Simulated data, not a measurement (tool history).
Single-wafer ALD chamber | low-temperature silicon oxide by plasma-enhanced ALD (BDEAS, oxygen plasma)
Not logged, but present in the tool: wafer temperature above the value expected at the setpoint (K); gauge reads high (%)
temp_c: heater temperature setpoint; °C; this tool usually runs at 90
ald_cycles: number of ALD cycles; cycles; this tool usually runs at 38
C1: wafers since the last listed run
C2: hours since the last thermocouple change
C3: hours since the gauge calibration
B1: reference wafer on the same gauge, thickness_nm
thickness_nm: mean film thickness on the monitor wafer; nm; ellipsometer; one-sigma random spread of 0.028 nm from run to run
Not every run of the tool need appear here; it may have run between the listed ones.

run 1 hour=0 | temp_c=102 ald_cycles=38 | C1=0 C2=183.6 C3=579.2 | B1=6.215 | thickness_nm=5.204
run 2 hour=56.5 | temp_c=102 ald_cycles=38 | C1=457 C2=240.1 C3=635.7 | B1=6.224 | thickness_nm=5.095
run 3 hour=128.3 | temp_c=102 ald_cycles=38 | C1=581 C2=311.9 C3=707.5 | B1=6.224 | thickness_nm=5.149
run 4 hour=178.4 | temp_c=90 ald_cycles=33 | C1=405 C2=362 C3=757.6 | B1=6.237 | thickness_nm=4.649
run 5 hour=223.6 | temp_c=90 ald_cycles=33 | C1=365 C2=407.2 C3=802.8 | B1=6.219 | thickness_nm=4.662
run 6 hour=286.4 | temp_c=90 ald_cycles=33 | C1=508 C2=470 C3=865.6 | B1=6.231 | thickness_nm=4.656
run 7 hour=326 | temp_c=81 ald_cycles=40 | C1=320 C2=509.6 C3=905.2 | B1=6.224 | thickness_nm=5.853
run 8 hour=358.7 | temp_c=81 ald_cycles=40 | C1=264 C2=542.3 C3=937.9 | B1=6.226 | thickness_nm=5.828
run 9 hour=397.4 | temp_c=90 ald_cycles=38 | C1=313 C2=581 C3=976.6 | B1=6.226 | thickness_nm=5.406
run 10 hour=454.8 | temp_c=90 ald_cycles=38 | C1=464 C2=638.4 C3=1034 | B1=6.225 | thickness_nm=5.331
run 11 hour=594.4 | temp_c=77 ald_cycles=35 | C1=1130 C2=778 C3=1173.6 | B1=6.239 | thickness_nm=5.231
run 12 hour=640.7 | temp_c=101 ald_cycles=34 | C1=374 C2=824.3 C3=1219.9 | B1=6.234 | thickness_nm=4.621
-- hour=695.8 gauge calibrated
run 13 hour=705.2 | temp_c=90 ald_cycles=42 | C1=522 C2=888.8 C3=9.4 | B1=6.223 | thickness_nm=5.936
run 14 hour=775.2 | temp_c=90 ald_cycles=38 | C1=566 C2=958.8 C3=79.4 | B1=6.223 | thickness_nm=5.341
run 15 hour=807.9 | temp_c=78 ald_cycles=38 | C1=264 C2=991.5 C3=112.1 | B1=6.237 | thickness_nm=5.617
run 16 hour=860.3 | temp_c=102 ald_cycles=44 | C1=424 C2=1043.9 C3=164.5 | B1=6.225 | thickness_nm=6.054
-- hour=887.9 thermocouple changed; heater temperature recalibrated
run 17 hour=894 | temp_c=98 ald_cycles=34 | C1=208 C2=6.1 C3=198.2 | B1=6.223 | thickness_nm=4.638
run 18 hour=926.3 | temp_c=99 ald_cycles=42 | C1=261 C2=38.4 C3=230.5 | B1=6.234 | thickness_nm=5.772
run 19 hour=987.8 | temp_c=96 ald_cycles=35 | C1=497 C2=99.9 C3=292 | B1=6.236 | thickness_nm=4.814
run 20 hour=1045.3 | temp_c=90 ald_cycles=38 | C1=465 C2=157.4 C3=349.5 | B1=6.237 | thickness_nm=5.37
run 21 hour=1111.2 | temp_c=90 ald_cycles=38 | C1=533 C2=223.3 C3=415.4 | B1=6.227 | thickness_nm=5.372

Entry by entry between the runs, the difference in hidden state between the last listed run before and the first listed run after:
Runs 12 to 13: gauge calibrated (hour 695.8)
  the hidden state is the same at both runs
Runs 16 to 17: thermocouple changed; heater temperature recalibrated (hour 887.9)
  the hidden state is the same at both runs

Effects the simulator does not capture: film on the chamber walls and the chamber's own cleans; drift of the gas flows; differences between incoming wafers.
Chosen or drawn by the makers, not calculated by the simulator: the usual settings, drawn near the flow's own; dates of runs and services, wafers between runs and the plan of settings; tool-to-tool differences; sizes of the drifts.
